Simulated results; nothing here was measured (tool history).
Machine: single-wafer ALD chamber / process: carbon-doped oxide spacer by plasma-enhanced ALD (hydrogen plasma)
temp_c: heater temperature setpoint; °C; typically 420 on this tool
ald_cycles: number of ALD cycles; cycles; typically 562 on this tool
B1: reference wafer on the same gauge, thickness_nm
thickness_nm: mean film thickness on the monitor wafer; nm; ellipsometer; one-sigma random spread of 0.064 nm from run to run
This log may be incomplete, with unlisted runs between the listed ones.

Run 1, hour 0.0: usual settings; B1 29.765. Result: thickness_nm 25.579 nm.
Run 2, hour 16.8: usual settings but temp_c 411 °C; B1 29.785. Result: thickness_nm 26.417 nm.
Run 3, hour 27.6: usual settings but temp_c 411 °C; B1 29.773. Result: thickness_nm 26.307 nm.
Run 4, hour 41.0: usual settings but temp_c 411 °C; B1 29.793. Result: thickness_nm 26.245 nm.
Run 5, hour 54.0: usual settings but ald_cycles 499 cycles; B1 29.823. Result: thickness_nm 22.814 nm.
Run 6, hour 72.0: usual settings but ald_cycles 499 cycles; B1 29.834. Result: thickness_nm 22.841 nm.
Run 7, hour 79.6: usual settings but ald_cycles 509 cycles; B1 29.839. Result: thickness_nm 23.159 nm.
Run 8, hour 87.7: usual settings; B1 29.864. Result: thickness_nm 25.687 nm.
Run 9, hour 141.1: usual settings; B1 29.921. Result: thickness_nm 25.840 nm.
Run 10, hour 153.8: usual settings; B1 29.974. Result: thickness_nm 25.727 nm.
Run 11, hour 162.4: usual settings; B1 29.962. Result: thickness_nm 25.752 nm.
Run 12, hour 170.8: usual settings; B1 29.985. Result: thickness_nm 25.800 nm.
Run 13, hour 180.3: usual settings but temp_c 414 °C; B1 30.011. Result: thickness_nm 26.291 nm.
Run 14, hour 189.0: usual settings but temp_c 414 °C; B1 30.057. Result: thickness_nm 26.164 nm.
At hour 199.8: thermocouple changed; heater temperature recalibrated.
Run 15, hour 203.6: usual settings; B1 30.061. Result: thickness_nm 25.808 nm.
Run 16, hour 214.1: usual settings; B1 30.080. Result: thickness_nm 25.822 nm.
Run 17, hour 222.0: usual settings; B1 30.085. Result: thickness_nm 25.952 nm.
Run 18, hour 234.9: usual settings; B1 30.138. Result: thickness_nm 25.841 nm.
Run 19, hour 244.6: usual settings; B1 30.154. Result: thickness_nm 25.973 nm.
Run 20, hour 258.8: usual settings but temp_c 411 °C; B1 30.189. Result: thickness_nm 26.655 nm.
Run 21, hour 268.7: usual settings but temp_c 424 °C, ald_cycles 615 cycles; B1 30.224. Result: thickness_nm 28.067 nm.
Run 22, hour 276.9: usual settings but temp_c 426 °C, ald_cycles 638 cycles; B1 30.234. Result: thickness_nm 28.960 nm.
At hour 284.1: gauge calibrated.
Run 23, hour 285.1: usual settings but temp_c 416 °C; B1 29.689. Result: thickness_nm 25.821 nm.
Run 24, hour 300.6: usual settings but temp_c 412 °C, ald_cycles 475 cycles; B1 29.705. Result: thickness_nm 21.992 nm.
Run 25, hour 307.6: usual settings but ald_cycles 469 cycles; B1 29.706. Result: thickness_nm 21.356 nm.
Run 26, hour 320.7: usual settings but temp_c 432 °C, ald_cycles 622 cycles; B1 29.690. Result: thickness_nm 27.292 nm.
Run 27, hour 333.1: usual settings but temp_c 432 °C, ald_cycles 454 cycles; B1 29.712. Result: thickness_nm 19.975 nm.
Run 28, hour 339.8: usual settings; B1 29.716. Result: thickness_nm 25.647 nm.
Run 29, hour 369.7: usual settings; B1 29.730. Result: thickness_nm 25.572 nm.
Run 30, hour 376.9: usual settings; B1 29.752. Result: thickness_nm 25.595 nm.
Run 31, hour 389.8: usual settings but temp_c 408 °C, ald_cycles 468 cycles; B1 29.743. Result: thickness_nm 22.006 nm.
Run 32, hour 398.4: usual settings but temp_c 415 °C, ald_cycles 461 cycles; B1 29.751. Result: thickness_nm 21.247 nm.
Run 33, hour 405.2: usual settings but temp_c 430 °C, ald_cycles 656 cycles; B1 29.758. Result: thickness_nm 28.998 nm.
Run 34, hour 420.5: usual settings but ald_cycles 627 cycles; B1 29.762. Result: thickness_nm 28.593 nm.
Run 35, hour 429.5: usual settings; B1 29.759. Result: thickness_nm 25.533 nm.
Run 36, hour 435.8: usual settings but temp_c 410 °C, ald_cycles 458 cycles; B1 29.771. Result: thickness_nm 21.514 nm.

Branching from run 36: 4 alternative next runs. What would each branch give?
Run A, hour 437.1: usual settings; B1 ?. Result: thickness_nm ?.
Run B, hour 437.1: usual settings but temp_c 424 °C, ald_cycles 593 cycles; B1 ?. Result: thickness_nm ?.
Run C, hour 437.1: usual settings but temp_c 424 °C, ald_cycles 477 cycles; B1 ?. Result: thickness_nm ?.
Run D, hour 437.1: usual settings but temp_c 425 °C, ald_cycles 597 cycles; B1 ?. Result: thickness_nm ?.

run      B1  thickness_nm
  A  29.787        25.604
  B  29.787        26.713
  C  29.787        21.487
  D  29.787        26.817
The same runs, with their run-to-run variation unchanged, on a tool lacking any hidden condition would have given:
run  thickness_nm
  A        25.531
  B        26.636
  C        21.426
  D        26.740
